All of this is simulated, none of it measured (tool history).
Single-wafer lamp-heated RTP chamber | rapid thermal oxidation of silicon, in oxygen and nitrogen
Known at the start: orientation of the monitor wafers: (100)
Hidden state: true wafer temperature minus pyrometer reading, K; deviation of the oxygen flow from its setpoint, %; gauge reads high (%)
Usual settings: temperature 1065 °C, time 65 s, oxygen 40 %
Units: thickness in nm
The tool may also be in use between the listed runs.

run,hour,temperature,time,oxygen,wafers since the last listed run,wafers since the last pyrometer calibration,hours since the oxygen flow controller was replaced,hours since the gauge calibration,"read-back reference wafer on the same gauge, thickness",thickness
1,0,1065,65,40,0,129,5213.3,650.8,8.312,7.114
2,66.4,1065,65,40,603,732,5279.7,717.2,8.31,7.121
3,104,1065,65,40,341,1074,5317.3,754.8,8.307,7.148
4,157.8,1065,65,40,488,1563,5371.1,808.6,8.309,7.193
5,189.5,1065,90,40,288,1851,5402.8,840.3,8.314,8.315
6,224.4,1065,50,40,317,2168,5437.7,875.2,8.31,6.432
7,292.2,1065,50,40,616,2784,5505.5,943,8.31,6.464
# hour 314.8: pyrometer window cleaned and pyrometer calibrated
8,350,1065,50,40,452,320,5563.3,1000.8,8.311,6.356
9,391.5,1065,65,40,377,697,5604.8,1042.3,8.312,7.149
# hour 427.5: oxygen flow controller replaced
10,449.3,1065,65,40,452,1150,21.8,1100.1,8.31,7.175
11,475.1,1065,65,40,234,1384,47.6,1125.9,8.312,7.184
12,513.2,1065,65,40,346,1730,85.7,1164,8.306,7.21
13,550.2,1065,65,40,336,2067,122.7,1201,8.311,7.22
# hour 590.9: pyrometer window cleaned and pyrometer calibrated
14,593.5,1065,65,40,320,23,166,1244.3,8.308,7.096
# hour 765: gauge calibrated
15,806,1065,37,17,1931,1954,378.5,41,8.313,4.254
16,846.1,1065,65,40,364,2319,418.6,81.1,8.309,7.223
# hour 886.1: pyrometer window cleaned and pyrometer calibrated
17,905.2,1065,65,40,464,173,477.7,140.2,8.309,7.14
18,956.4,1079,74,17,465,638,528.9,191.4,8.307,6.167
19,987.7,1083,89,40,284,923,560.2,222.7,8.309,9.273
20,1046,1065,92,40,529,1453,618.5,281,8.311,8.402
21,1111.1,1094,65,40,591,2044,683.6,346.1,8.309,8.716
# hour 1162.5: pyrometer window cleaned and pyrometer calibrated
22,1163,1065,65,40,399,4,735.5,398,8.309,7.126
23,1219.9,1065,65,17,517,521,792.4,454.9,8.312,5.307
24,1243.9,1054,65,28,218,739,816.4,478.9,8.31,5.881
25,1285.3,1077,36,57,376,1116,857.8,520.3,8.314,6.792
26,1344.6,1079,74,17,538,1655,917.1,579.6,8.309,6.179
27,1381.9,1090,65,40,339,1994,954.4,616.9,8.31,8.494

4 ways to go on from here, each from the tool as it stands after run 27. What would each give?
A,1382.4,1065,65,40,4,1998,954.9,617.4,?,?
B,1382.4,1055,65,56,4,1998,954.9,617.4,?,?
C,1382.4,1093,95,40,4,1998,954.9,617.4,?,?
D,1382.4,1065,47,17,4,1998,954.9,617.4,?,?

run,"read-back reference wafer on the same gauge, thickness",thickness
A,8.31,7.205
B,8.31,7.592
C,8.31,10.235
D,8.31,4.677
Without the tool's hidden state the same runs would have given:
run,thickness
A,7.087
B,7.464
C,10.073
D,4.605
